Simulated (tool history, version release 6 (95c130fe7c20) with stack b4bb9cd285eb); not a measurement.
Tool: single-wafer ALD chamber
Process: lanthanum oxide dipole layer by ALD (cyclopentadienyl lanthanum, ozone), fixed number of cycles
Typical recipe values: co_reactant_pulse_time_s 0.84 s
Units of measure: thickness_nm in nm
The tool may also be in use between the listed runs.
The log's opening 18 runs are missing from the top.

run,hour,co_reactant_pulse_time_s,"read-back reference wafer on the same gauge, thickness_nm",thickness_nm
19,620.7,0.94,0.526,0.494
# hour 649.3: thermocouple changed; heater temperature recalibrated
20,653.5,0.59,0.526,0.399
# hour 676.3: showerhead replaced
21,686,0.55,0.526,0.383
22,699.9,1.09,0.527,0.519
23,716,1.08,0.526,0.514
24,730.1,0.53,0.526,0.377
25,752.2,0.69,0.526,0.432
26,781.5,1.14,0.526,0.523
27,812.5,0.75,0.526,0.45
28,847.4,0.84,0.525,0.472
29,867.1,0.74,0.526,0.447
30,882.5,1.05,0.526,0.512
31,898.8,0.84,0.526,0.475
32,916.9,1.08,0.526,0.514
33,932.4,0.65,0.526,0.42
34,944.6,1.17,0.526,0.528
35,978.7,1.01,0.526,0.507

4 ways to go on from here, each from the tool as it stands after run 35. What would each give?
A,979.1,1.07,?,?
B,979.1,0.68,?,?
C,979.1,0.93,?,?
D,979.1,0.92,?,?

run,"read-back reference wafer on the same gauge, thickness_nm",thickness_nm
A,0.526,0.513
B,0.526,0.43
C,0.526,0.49
D,0.526,0.488
Take away the tool's hidden state, keep each run's random variation, and the runs would have read:
run,thickness_nm
A,0.513
B,0.43
C,0.49
D,0.488
